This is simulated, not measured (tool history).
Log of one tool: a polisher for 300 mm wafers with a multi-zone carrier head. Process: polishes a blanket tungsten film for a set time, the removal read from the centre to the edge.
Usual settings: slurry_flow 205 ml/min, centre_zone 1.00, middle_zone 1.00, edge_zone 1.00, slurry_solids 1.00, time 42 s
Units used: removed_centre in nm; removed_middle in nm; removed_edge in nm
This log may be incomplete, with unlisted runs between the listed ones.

run,hour,slurry_flow,centre_zone,middle_zone,edge_zone,slurry_solids,time,"incoming thickness of the incoming film, nm",removed_centre,removed_middle,removed_edge
1,0.0,205,1.00,1.00,0.93,1.00,42,1525.2,245.4,236.8,225.7
2,6.3,205,1.00,1.00,1.00,1.00,42,1546.7,244.4,238.2,236.0
3,15.8,205,1.00,0.89,1.00,1.00,42,1536.1,247.4,213.7,234.9
4,23.5,205,0.94,0.97,0.89,1.00,53,1521.2,288.6,287.2,281.9
5,39.7,205,1.00,1.00,1.00,1.00,42,1538.8,244.4,236.0,234.4
6,52.6,205,0.89,1.04,1.00,1.00,42,1547.4,216.5,241.5,235.1
7,60.1,205,1.00,0.90,1.00,1.00,42,1539.1,245.5,212.8,234.4
8,66.5,205,1.00,1.00,1.00,1.00,42,1537.2,244.6,236.8,233.5
9,73.7,205,1.00,1.00,1.00,1.00,42,1534.3,247.5,235.5,238.1
10,86.8,205,0.96,1.00,1.00,1.00,42,1520.1,235.2,232.8,236.6
11,100.7,205,1.00,1.00,1.00,1.00,42,1536.3,244.9,227.4,239.8
12,110.7,225,1.00,1.10,0.97,1.00,42,1530.1,249.4,257.8,234.1
13,119.7,205,1.00,1.00,1.00,1.25,42,1559.8,256.7,250.1,245.3
# hour 128.2: worn pad replaced by a new one
14,128.7,270,1.00,1.00,0.93,1.00,42,1550.1,255.9,245.0,237.9
15,135.2,205,0.88,1.00,0.89,1.00,48,1526.1,245.5,273.1,255.1
16,148.2,205,1.11,1.00,1.00,0.90,42,1523.7,262.6,231.7,230.1
17,159.7,205,1.00,1.00,1.00,1.00,34,1532.3,195.8,187.5,192.3
18,168.8,205,1.00,1.00,1.00,1.00,42,1558.7,245.0,236.8,235.3
19,183.1,205,1.00,1.00,1.00,1.00,42,1510.7,246.2,233.1,234.8
20,196.0,205,1.00,1.00,1.00,1.00,27,1530.1,156.6,149.1,150.7
21,208.8,205,1.00,1.00,0.92,1.15,42,1522.2,252.9,240.5,232.7
# hour 246.2: centre zone pressure recalibrated
22,248.4,205,1.12,0.92,1.00,1.00,37,1547.4,241.7,191.9,204.5
23,257.5,205,1.04,1.00,1.00,1.00,42,1516.4,252.7,231.2,232.6

Predict each of these 3 candidate next runs independently; none follows another, all start after run 23:
A,257.9,205,1.00,1.00,1.00,1.00,42,1558.5,?,?,?
B,257.9,160,1.00,1.00,1.00,1.00,42,1558.5,?,?,?
C,257.9,205,1.00,0.96,1.00,1.00,42,1558.5,?,?,?

run,removed_centre,removed_middle,removed_edge
A,246.8,234.9,234.0
B,235.3,225.1,226.8
C,246.7,227.0,234.2
Had the tool no hidden state, the same runs would have come out as:
run,removed_centre,removed_middle,removed_edge
A,246.8,234.9,234.0
B,235.3,225.1,226.8
C,246.7,227.0,234.2

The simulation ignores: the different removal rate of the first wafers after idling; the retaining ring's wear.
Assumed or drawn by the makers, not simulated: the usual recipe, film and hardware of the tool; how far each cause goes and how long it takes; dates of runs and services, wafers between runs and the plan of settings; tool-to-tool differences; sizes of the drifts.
